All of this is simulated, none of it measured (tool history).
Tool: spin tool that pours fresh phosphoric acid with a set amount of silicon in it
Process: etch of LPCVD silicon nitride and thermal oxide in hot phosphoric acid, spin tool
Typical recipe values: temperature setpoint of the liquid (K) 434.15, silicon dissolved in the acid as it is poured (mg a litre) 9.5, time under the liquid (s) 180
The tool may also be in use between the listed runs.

| run | hour | temperature setpoint of the liquid (K) | silicon dissolved in the acid as it is poured (mg a litre) | time under the liquid (s) | wafers since the last listed run | hours since the thermometer was replaced | hours since the dissolved silicon flow meter was replaced | hours since the heated supply line was repaired | hours since the gauge calibration | read-back film thickness of the LPCVD silicon nitride reference wafer, read on the same gauge (nm) | read-back film thickness of the thermal oxide reference wafer, read on the same gauge (nm) | thickness taken off the LPCVD silicon nitride on a monitor wafer (nm) | thickness taken off the thermal oxide on a monitor wafer (nm) |
|---|---|---|---|---|---|---|---|---|---|---|---|---|---|
| 1 | 0.0 | 435.15 | 11.0 | 180 | 0 | 2273.1 | 95.7 | 1050.1 | 432.1 | 89.99 | 29.999 | 16.79 | 0.356 |
| 2 | 22.5 | 435.15 | 11.0 | 180 | 153 | 2295.6 | 118.2 | 1072.6 | 454.6 | 90.01 | 30.003 | 16.83 | 0.339 |
|  | 46.8 | thermometer replaced |
| 3 | 55.3 | 431.65 | 9.5 | 180 | 217 | 8.5 | 151.0 | 1105.4 | 487.4 | 89.99 | 29.994 | 16.10 | 0.316 |
| 4 | 73.7 | 434.15 | 9.5 | 180 | 125 | 26.9 | 169.4 | 1123.8 | 505.8 | 89.97 | 29.989 | 17.36 | 0.440 |
| 5 | 104.4 | 434.15 | 9.5 | 180 | 209 | 57.6 | 200.1 | 1154.5 | 536.5 | 89.97 | 29.970 | 17.47 | 0.381 |
| 6 | 119.7 | 434.15 | 9.5 | 180 | 104 | 72.9 | 215.4 | 1169.8 | 551.8 | 90.01 | 29.982 | 17.43 | 0.421 |
| 7 | 153.9 | 433.15 | 13.0 | 180 | 233 | 107.1 | 249.6 | 1204.0 | 586.0 | 89.99 | 30.013 | 16.82 | 0.327 |
|  | 219.3 | heated supply line repaired |
| 8 | 253.2 | 434.15 | 15.5 | 85 | 671 | 206.4 | 348.9 | 33.9 | 685.3 | 90.01 | 30.025 | 8.34 | 0.174 |
| 9 | 278.2 | 434.15 | 9.5 | 105 | 170 | 231.4 | 373.9 | 58.9 | 710.3 | 90.03 | 29.995 | 10.26 | 0.206 |
|  | 292.5 | dissolved silicon flow meter replaced |
|  | 299.0 | gauge calibrated |
| 10 | 311.0 | 433.15 | 9.5 | 130 | 217 | 264.2 | 18.5 | 91.7 | 12.0 | 89.98 | 29.961 | 12.19 | 0.282 |
| 11 | 339.4 | 435.65 | 9.5 | 180 | 193 | 292.6 | 46.9 | 120.1 | 40.4 | 89.97 | 30.002 | 18.46 | 0.446 |
| 12 | 356.1 | 432.15 | 4.0 | 250 | 114 | 309.3 | 63.6 | 136.8 | 57.1 | 90.02 | 29.989 | 22.71 | 0.590 |
| 13 | 374.9 | 434.15 | 6.5 | 220 | 128 | 328.1 | 82.4 | 155.6 | 75.9 | 90.01 | 30.013 | 21.38 | 0.520 |
| 14 | 409.4 | 434.15 | 9.5 | 180 | 235 | 362.6 | 116.9 | 190.1 | 110.4 | 89.99 | 30.000 | 17.45 | 0.404 |
| 15 | 432.8 | 434.15 | 16.0 | 180 | 159 | 386.0 | 140.3 | 213.5 | 133.8 | 90.00 | 29.996 | 17.48 | 0.311 |
| 16 | 457.5 | 434.15 | 7.5 | 180 | 168 | 410.7 | 165.0 | 238.2 | 158.5 | 89.99 | 30.030 | 17.45 | 0.420 |
| 17 | 481.1 | 432.65 | 9.5 | 180 | 161 | 434.3 | 188.6 | 261.8 | 182.1 | 89.98 | 30.004 | 16.71 | 0.379 |
| 18 | 509.7 | 434.15 | 9.5 | 180 | 195 | 462.9 | 217.2 | 290.4 | 210.7 | 90.01 | 30.010 | 17.41 | 0.402 |
| 19 | 531.0 | 434.15 | 9.5 | 105 | 145 | 484.2 | 238.5 | 311.7 | 232.0 | 89.98 | 29.974 | 10.12 | 0.230 |
| 20 | 556.6 | 435.15 | 13.0 | 90 | 174 | 509.8 | 264.1 | 337.3 | 257.6 | 89.99 | 29.982 | 8.96 | 0.207 |
| 21 | 581.9 | 436.65 | 5.0 | 260 | 172 | 535.1 | 289.4 | 362.6 | 282.9 | 90.04 | 29.996 | 27.27 | 0.703 |
| 22 | 617.8 | 434.15 | 14.0 | 80 | 245 | 571.0 | 325.3 | 398.5 | 318.8 | 90.01 | 30.010 | 7.76 | 0.170 |
| 23 | 631.9 | 433.15 | 7.0 | 95 | 96 | 585.1 | 339.4 | 412.6 | 332.9 | 90.01 | 30.024 | 8.87 | 0.202 |

Here are 3 independent what-if runs from the current tool condition. What would each one return?
| A | 632.4 | 434.15 | 9.5 | 275 | 3 | 585.6 | 339.9 | 413.1 | 333.4 | ? | ? | ? | ? |
| B | 632.4 | 434.15 | 2.0 | 180 | 3 | 585.6 | 339.9 | 413.1 | 333.4 | ? | ? | ? | ? |
| C | 632.4 | 434.15 | 9.5 | 150 | 3 | 585.6 | 339.9 | 413.1 | 333.4 | ? | ? | ? | ? |

| run | read-back film thickness of the LPCVD silicon nitride reference wafer, read on the same gauge (nm) | read-back film thickness of the thermal oxide reference wafer, read on the same gauge (nm) | thickness taken off the LPCVD silicon nitride on a monitor wafer (nm) | thickness taken off the thermal oxide on a monitor wafer (nm) |
|---|---|---|---|---|
| A | 89.99 | 29.985 | 26.30 | 0.542 |
| B | 89.99 | 29.985 | 17.21 | 0.413 |
| C | 89.99 | 29.985 | 14.34 | 0.296 |
The same runs, with their run-to-run variation unchanged, on a tool lacking any hidden condition would have given:
| run | thickness taken off the LPCVD silicon nitride on a monitor wafer (nm) | thickness taken off the thermal oxide on a monitor wafer (nm) |
|---|---|---|
| A | 27.18 | 0.583 |
| B | 17.79 | 0.445 |
| C | 14.83 | 0.318 |
